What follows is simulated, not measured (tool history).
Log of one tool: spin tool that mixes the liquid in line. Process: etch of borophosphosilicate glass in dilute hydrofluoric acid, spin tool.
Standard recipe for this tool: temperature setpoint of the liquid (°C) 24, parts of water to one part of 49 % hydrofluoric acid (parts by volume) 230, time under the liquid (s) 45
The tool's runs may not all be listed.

run     day  temperature setpoint of the liquid (°C)  parts of water to one part of 49 % hydrofluoric acid (parts by volume)  time under the liquid (s)  read-back film thickness of the borophosphosilicate glass reference wafer, read on the same gauge (nm)  thickness taken off the borophosphosilicate glass on a monitor wafer (angstrom)
  1       0                                       24                                                                     230                         45                                                                                                   59.97                                                                             96.9
  2   1.308                                       24                                                                     230                         45                                                                                                   60.01                                                                             96.8
  3   2.262                                       24                                                                     230                         55                                                                                                   60.01                                                                            118.2
  4   3.225                                       24                                                                     230                         55                                                                                                   60.02                                                                            118.4
  5   4.542                                       24                                                                     230                         55                                                                                                   60.02                                                                            118.4
  6   5.321                                       24                                                                     315                         25                                                                                                   60.04                                                                             36.3
  7   6.158                                       24                                                                     315                         25                                                                                                      60                                                                             36.2
  8   7.371                                       24                                                                     295                         45                                                                                                      60                                                                             71.3
  9   7.983                                       24                                                                     295                         45                                                                                                      60                                                                             70.8
 10   8.779                                       24                                                                     230                         30                                                                                                   60.03                                                                             64.7
 11  10.062                                       24                                                                     230                         30                                                                                                   59.98                                                                             64.9
 12  11.108                                       24                                                                     230                         45                                                                                                      60                                                                             97.7
 13  11.921                                       24                                                                     295                         45                                                                                                      60                                                                             71.4
 14  12.979                                       24                                                                     230                         25                                                                                                   60.01                                                                             54.6
       14.8  -- thermometer replaced
     15.583  -- gauge calibrated
 15  15.621                                       28                                                                     230                         45                                                                                                   60.01                                                                            109.3
 16  17.038                                       24                                                                     230                         45                                                                                                      60                                                                             94.8
 17  17.762                                       24                                                                     175                         45                                                                                                   59.99                                                                            132.2
 18  18.817                                     21.5                                                                     330                         30                                                                                                      60                                                                             36.7
 19  20.004                                     25.5                                                                     335                         55                                                                                                   59.99                                                                             75.2
 20  20.954                                       24                                                                     230                         35                                                                                                      60                                                                               74
 21  22.379                                       26                                                                     230                         65                                                                                                   60.02                                                                            148.9
     23.538  -- hydrofluoric acid flow meter replaced
 22  23.588                                       24                                                                     160                         45                                                                                                   59.97                                                                            147.7
 23  24.308                                       24                                                                     230                         45                                                                                                      60                                                                             95.3
 24  27.517                                       24                                                                     230                         60                                                                                                   59.98                                                                            126.8
 25  28.854                                       20                                                                     260                         65                                                                                                      60                                                                            102.8
 26  30.579                                     22.5                                                                     230                         30                                                                                                   60.01                                                                             60.4
 27  31.612                                       21                                                                     130                         45                                                                                                   60.01                                                                            169.2
 28  32.175                                       27                                                                     230                         45                                                                                                   59.99                                                                            107.3
 29  33.033                                       24                                                                     230                         45                                                                                                      60                                                                             96.7
 30  34.488                                     20.5                                                                     150                         65                                                                                                      60                                                                            202.5
 31  35.867                                       24                                                                     155                         45                                                                                                   59.97                                                                            155.2

5 options for the next run, each taken on its own from the tool as it stands now. Forecast them:
  A  35.883                                       24                                                                     230                         45                                                                                                       ?                                                                                ?
  B  35.883                                     27.5                                                                     230                         45                                                                                                       ?                                                                                ?
  C  35.883                                       24                                                                     300                         45                                                                                                       ?                                                                                ?
  D  35.883                                     28.5                                                                     230                         30                                                                                                       ?                                                                                ?
  E  35.883                                     26.5                                                                     320                         45                                                                                                       ?                                                                                ?

run  read-back film thickness of the borophosphosilicate glass reference wafer, read on the same gauge (nm)  thickness taken off the borophosphosilicate glass on a monitor wafer (angstrom)
  A                                                                                                      60                                                                             96.1
  B                                                                                                      60                                                                            108.7
  C                                                                                                      60                                                                             68.6
  D                                                                                                      60                                                                               75
  E                                                                                                      60                                                                             68.6
Without the tool's unlogged condition, the same runs would have read:
run  thickness taken off the borophosphosilicate glass on a monitor wafer (angstrom)
  A                                                                               94
  B                                                                            106.5
  C                                                                             67.2
  D                                                                             73.5
  E                                                                             67.2
